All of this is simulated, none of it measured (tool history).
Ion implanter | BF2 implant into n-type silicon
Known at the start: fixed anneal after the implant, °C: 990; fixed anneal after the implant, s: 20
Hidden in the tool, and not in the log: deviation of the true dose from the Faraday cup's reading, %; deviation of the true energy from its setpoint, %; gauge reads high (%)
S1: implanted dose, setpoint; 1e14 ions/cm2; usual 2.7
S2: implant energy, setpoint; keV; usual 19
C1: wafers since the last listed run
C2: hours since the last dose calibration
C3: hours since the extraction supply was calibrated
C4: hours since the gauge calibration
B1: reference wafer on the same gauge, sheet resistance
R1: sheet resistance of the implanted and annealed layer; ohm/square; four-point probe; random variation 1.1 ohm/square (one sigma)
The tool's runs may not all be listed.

run,hour,S1,S2,C1,C2,C3,C4,B1,R1
1,0,2.52,19,0,532.9,1825.1,577,485.06,453.48
2,106.9,2.52,19,2007,639.8,1932,683.9,484.59,456.75
3,200.7,2.7,14,1761,733.6,2025.8,777.7,485.33,450.43
4,243.4,2.7,14,801,776.3,2068.5,820.4,485.29,450.26
5,341.9,2.7,14,1849,874.8,2167,918.9,484.84,449.54
6,395.7,2.12,22.5,1010,928.6,2220.8,972.7,485.32,517.29
7,478.5,2.12,22.5,1554,1011.4,2303.6,1055.5,484.9,519.59
8,582.2,2.7,19,1947,1115.1,2407.3,1159.2,485.02,431
9,667.8,2.7,19,1607,1200.7,2492.9,1244.8,485.16,430.14
10,724.3,2.7,19,1061,1257.2,2549.4,1301.3,484.95,429.75
11,783.5,2.7,19,1111,1316.4,2608.6,1360.5,484.77,429.23
# hour 830.9: gauge calibrated
12,868.2,2.7,19,1590,1401.1,2693.3,37.3,484.98,431.16
13,957.9,2.7,19,1684,1490.8,2783,127,485,429.86
14,1027.9,2.7,19,1314,1560.8,2853,197,485.1,428.49
15,1131.6,3.28,19,1947,1664.5,2956.7,300.7,484.93,369.6
# hour 1199.2: extraction supply calibrated
16,1217.2,2.38,19,1457,1750.1,18,386.3,485.03,476.28
17,1273.5,2.38,19,1057,1806.4,74.3,442.6,484.85,479.68
18,1351.8,3.07,23,1470,1884.7,152.6,520.9,484.94,383.68
19,1447.3,2.37,17,1793,1980.2,248.1,616.4,484.63,489.91
20,1544.3,3.33,16,1821,2077.2,345.1,713.4,485.09,374.7
21,1644.1,3.09,21.5,1874,2177,444.9,813.2,485.4,383.6
22,1733.4,2.7,19,1676,2266.3,534.2,902.5,484.95,431.6
23,1800.5,1.95,13.5,1260,2333.4,601.3,969.6,485.23,596.52
# hour 1909.2: Faraday cup replaced and dose calibrated
24,1909.7,2.27,16,1900,0.5,710.5,1078.8,485.12,500.99
25,1946.3,2.7,19,687,37.1,747.1,1115.4,485.06,430.15
26,2020.4,3.13,21,1391,111.2,821.2,1189.5,484.89,377.28
27,2066.4,2.7,19,863,157.2,867.2,1235.5,484.93,427.27
28,2155.8,3.44,25,1678,246.6,956.6,1324.9,485.02,344.28
29,2233.7,2.7,19,1462,324.5,1034.5,1402.8,484.77,427.64
# hour 2234.9: gauge calibrated
30,2340.4,3.03,13,2003,431.2,1141.2,105.5,484.94,417.14
31,2417.8,2.37,16,1453,508.6,1218.6,182.9,485.08,485.29
32,2457.8,3.07,23,751,548.6,1258.6,222.9,484.98,378.15
33,2516,2.7,19,1092,606.8,1316.8,281.1,485,427.3
34,2574.4,1.92,14.5,1096,665.2,1375.2,339.5,485.31,592.69
35,2658.3,2.7,19,1575,749.1,1459.1,423.4,484.7,429.76
36,2713.7,1.93,17,1040,804.5,1514.5,478.8,484.6,575.46

What the log doesn't show, run by run:
deviation of the true energy from its setpoint, %: 0 in every run
gauge reads high (%): 0 in every run
H1: deviation of the true dose from the Faraday cup's reading, %
run,H1
1,-0.121
2,-0.156
3,-0.192
4,-0.21
5,-0.255
6,-0.282
7,-0.327
8,-0.389
9,-0.444
10,-0.483
11,-0.525
12,-0.59
13,-0.662
14,-0.722
15,-0.815
16,-0.897
17,-0.953
18,-1.03
19,-1.14
20,-1.25
21,-1.36
22,-1.48
23,-1.56
24,0.0944
25,0.094
26,0.091
27,0.0875
28,0.0775
29,0.065
30,0.0425
31,0.0222
32,0.0104
33,-0.00837
34,-0.0291
35,-0.0622
36,-0.0863
